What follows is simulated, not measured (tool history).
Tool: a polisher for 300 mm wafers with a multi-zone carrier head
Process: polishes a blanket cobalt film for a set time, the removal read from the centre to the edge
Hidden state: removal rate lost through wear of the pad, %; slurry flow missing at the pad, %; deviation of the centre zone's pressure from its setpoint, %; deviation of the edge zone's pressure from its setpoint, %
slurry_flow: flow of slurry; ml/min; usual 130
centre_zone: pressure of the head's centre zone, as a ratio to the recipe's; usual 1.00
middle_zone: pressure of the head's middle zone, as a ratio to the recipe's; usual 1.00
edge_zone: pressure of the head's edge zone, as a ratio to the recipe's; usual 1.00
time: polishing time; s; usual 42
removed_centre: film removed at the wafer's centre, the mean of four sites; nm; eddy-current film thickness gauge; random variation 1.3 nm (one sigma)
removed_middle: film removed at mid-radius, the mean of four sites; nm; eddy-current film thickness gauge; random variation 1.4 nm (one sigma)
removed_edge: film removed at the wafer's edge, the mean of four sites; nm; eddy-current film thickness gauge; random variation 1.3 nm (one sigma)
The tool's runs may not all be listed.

run   hour  slurry_flow  centre_zone  middle_zone  edge_zone  time  wafers since the last listed run  wafers polished on this pad  hours since the slurry nozzle was cleaned  hours since the centre zone pressure was calibrated  hours since the edge zone pressure was calibrated  hours since the carrier head's membrane was replaced  incoming thickness of the incoming film, nm  removed_centre  removed_middle  removed_edge
  1    0.0          150         1.00         1.00       1.00    42                                 0                          933                                      118.8                                                764.1                                             1215.7                                                 392.8                                       1052.4           145.7           142.1         143.8
      67.0  -- worn pad replaced by a new one
  2  103.1          150         1.00         1.00       1.00    42                               572                          208                                      221.9                                                867.2                                             1318.8                                                 495.9                                       1057.7           143.3           144.2         146.0
  3  121.0          150         1.00         1.00       1.00    42                               103                          312                                      239.8                                                885.1                                             1336.7                                                 513.8                                       1084.1           144.6           143.1         141.9
  4  146.8          130         1.00         1.00       1.00    42                               149                          461                                      265.6                                                910.9                                             1362.5                                                 539.6                                       1050.4           138.1           136.4         141.0
  5  168.3          130         1.00         1.00       1.00    42                               124                          585                                      287.1                                                932.4                                             1384.0                                                 561.1                                       1047.1           139.3           138.6         139.1
  6  183.6          130         1.00         1.00       1.00    42                                88                          674                                      302.4                                                947.7                                             1399.3                                                 576.4                                       1075.7           139.0           140.3         138.5
  7  197.2          130         1.00         1.00       1.00    42                                78                          752                                      316.0                                                961.3                                             1412.9                                                 590.0                                       1060.0           139.3           136.9         138.2
  8  215.6          130         1.00         1.00       1.00    42                               106                          858                                      334.4                                                979.7                                             1431.3                                                 608.4                                       1082.9           135.9           136.0         140.3
  9  230.0          100         1.00         1.00       1.09    42                                83                          942                                      348.8                                                994.1                                             1445.7                                                 622.8                                       1067.3           125.8           125.9         135.8
 10  257.5           95         1.00         1.00       1.00    42                               158                         1101                                      376.3                                               1021.6                                             1473.2                                                 650.3                                       1060.0           121.0           123.2         129.1
 11  287.8          150         0.90         1.00       0.89    51                               175                         1276                                      406.6                                               1051.9                                             1503.5                                                 680.6                                       1046.6           150.6           166.1         161.9
     309.2  -- carrier head's membrane replaced by a new one
     309.8  -- edge zone pressure recalibrated
     326.5  -- worn pad replaced by a new one
 12  327.0          130         1.11         0.94       1.00    42                               170                            3                                      445.8                                               1091.1                                               17.2                                                  17.8                                       1072.0           145.6           125.9         136.8
     354.6  -- centre zone pressure recalibrated
     407.9  -- slurry nozzle cleaned
 13  413.4          130         1.00         1.00       1.00    42                               481                          485                                        5.5                                                 58.8                                              103.6                                                 104.2                                       1060.2           143.4           141.4         141.4
 14  447.0          130         1.00         1.00       1.00    42                               194                          679                                       39.1                                                 92.4                                              137.2                                                 137.8                                       1045.5           144.2           143.9         142.2
 15  476.2          100         1.00         1.00       1.09    42                               168                          848                                       68.3                                                121.6                                              166.4                                                 167.0                                       1060.7           132.0           132.9         141.1
 16  510.5          130         0.94         1.00       1.06    36                               198                         1046                                      102.6                                                155.9                                              200.7                                                 201.3                                       1072.6           115.7           120.8         127.0

Forecast each of these 5 alternatives for the next run:
  A  510.9          100         1.00         1.00       1.00    42                                 2                         1048                                      103.0                                                156.3                                              201.1                                                 201.7                                       1039.1               ?               ?             ?
  B  510.9          130         0.95         1.00       1.00    42                                 2                         1048                                      103.0                                                156.3                                              201.1                                                 201.7                                       1039.1               ?               ?             ?
  C  510.9          115         1.00         0.95       1.00    50                                 2                         1048                                      103.0                                                156.3                                              201.1                                                 201.7                                       1039.1               ?               ?             ?
  D  510.9          130         1.06         1.00       1.00    42                                 2                         1048                                      103.0                                                156.3                                              201.1                                                 201.7                                       1039.1               ?               ?             ?
  E  510.9          155         1.00         1.00       1.06    42                                 2                         1048                                      103.0                                                156.3                                              201.1                                                 201.7                                       1039.1               ?               ?             ?

run  removed_centre  removed_middle  removed_edge
  A           132.4           130.7         138.5
  B           135.4           139.4         144.8
  C           164.3           157.6         169.1
  D           151.2           139.4         144.8
  E           148.4           144.4         152.8
Without the tool's hidden state the same runs would have given:
run  removed_centre  removed_middle  removed_edge
  A           133.2           131.3         139.0
  B           135.9           140.0         145.2
  C           165.1           158.3         169.6
  D           151.8           139.9         145.2
  E           148.9           144.9         153.2
